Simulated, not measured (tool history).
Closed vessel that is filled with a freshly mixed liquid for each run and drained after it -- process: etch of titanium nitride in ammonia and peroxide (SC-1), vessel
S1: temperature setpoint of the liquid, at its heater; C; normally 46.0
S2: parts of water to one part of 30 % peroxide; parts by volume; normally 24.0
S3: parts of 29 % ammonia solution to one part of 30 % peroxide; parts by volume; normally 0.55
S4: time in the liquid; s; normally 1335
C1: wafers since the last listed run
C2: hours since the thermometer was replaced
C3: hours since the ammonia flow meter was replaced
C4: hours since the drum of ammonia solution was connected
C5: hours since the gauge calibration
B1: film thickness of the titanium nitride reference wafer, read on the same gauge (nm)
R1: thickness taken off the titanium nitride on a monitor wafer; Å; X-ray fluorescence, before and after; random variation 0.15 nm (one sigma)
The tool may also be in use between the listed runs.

run	hour	S1	S2	S3	S4	C1	C2	C3	C4	C5	B1	R1
1	0.0	46.0	24.0	0.55	1335	0	1259.5	137.1	122.1	478.1	40.00	316.3
2	26.2	46.0	24.0	0.55	1335	1286	1285.7	163.3	148.3	504.3	40.00	315.0
3	55.7	46.0	24.0	0.55	1335	1448	1315.2	192.8	177.8	533.8	39.99	315.1
4	89.8	46.0	24.0	0.55	1335	1674	1349.3	226.9	211.9	567.9	40.00	314.9
5	141.6	46.0	24.0	0.55	1335	2543	1401.1	278.7	263.7	619.7	40.03	314.7
6	207.8	46.0	24.0	0.55	1335	3250	1467.3	344.9	329.9	685.9	40.02	311.7
7	235.8	42.0	24.0	0.55	965	1374	1495.3	372.9	357.9	713.9	40.03	167.1
8	302.3	42.0	24.0	0.55	965	3264	1561.8	439.4	424.4	780.4	39.99	164.9
# hour 327.3: new drum of ammonia solution connected
9	335.3	46.0	24.0	0.55	1335	1571	1594.8	472.4	8.0	813.4	40.00	314.8
10	373.9	46.0	24.0	0.55	1335	1895	1633.4	511.0	46.6	852.0	40.01	313.6
# hour 377.6: ammonia flow meter replaced
# hour 386.9: thermometer replaced
11	437.2	46.0	24.0	0.55	1335	3009	50.3	59.6	109.9	915.3	40.02	321.0
12	505.4	46.0	24.0	0.55	700	3348	118.5	127.8	178.1	983.5	40.04	165.5
13	564.8	46.0	24.0	0.55	1890	2916	177.9	187.2	237.5	1042.9	40.00	448.6
14	607.5	46.0	24.0	0.55	1890	2096	220.6	229.9	280.2	1085.6	40.01	443.6
15	640.6	46.0	36.0	0.55	890	1625	253.7	263.0	313.3	1118.7	39.99	165.9
# hour 657.5: gauge calibrated
16	665.2	41.0	13.5	0.35	1030	1207	278.3	287.6	337.9	7.7	39.99	213.5
17	702.0	49.5	31.0	0.40	1335	1806	315.1	324.4	374.7	44.5	40.01	323.6
18	742.4	46.0	24.0	0.55	1335	1983	355.5	364.8	415.1	84.9	39.99	310.3
# hour 747.4: new drum of ammonia solution connected
19	792.6	51.0	34.5	0.35	1065	2415	405.7	415.0	45.2	135.1	40.00	265.3
20	828.6	38.0	27.0	0.35	1335	1767	441.7	451.0	81.2	171.1	39.98	149.4
21	866.2	46.0	24.0	0.75	2065	1846	479.3	488.6	118.8	208.7	40.01	510.8
# hour 898.2: ammonia flow meter replaced
22	904.7	46.0	24.0	0.55	1335	1841	517.8	6.5	157.3	247.2	40.00	320.1
23	975.9	46.0	24.0	0.55	1335	3495	589.0	77.7	228.5	318.4	40.02	318.5
24	1009.8	50.5	15.5	0.35	730	1664	622.9	111.6	262.4	352.3	40.01	277.8
25	1042.6	46.0	24.0	0.55	1335	1610	655.7	144.4	295.2	385.1	40.00	311.3
26	1097.1	42.0	17.5	0.45	1335	2675	710.2	198.9	349.7	439.6	40.04	269.7
27	1142.3	49.5	28.5	0.40	910	2219	755.4	244.1	394.9	484.8	40.01	230.1
28	1167.7	41.0	27.0	0.55	1030	1247	780.8	269.5	420.3	510.2	40.01	156.2

Alternative continuations, all from the tool just after run 28; predict every row:
A	1168.7	46.0	24.0	0.55	1335	49	781.8	270.5	421.3	511.2	?	?
B	1168.7	41.0	20.0	0.55	605	49	781.8	270.5	421.3	511.2	?	?
C	1168.7	56.0	17.5	0.25	1335	49	781.8	270.5	421.3	511.2	?	?

run	B1	R1
A	39.99	311.6
B	39.99	108.9
C	39.99	640.1
Without the tool's hidden state the same runs would have given:
run	R1
A	322.3
B	112.5
C	662.5
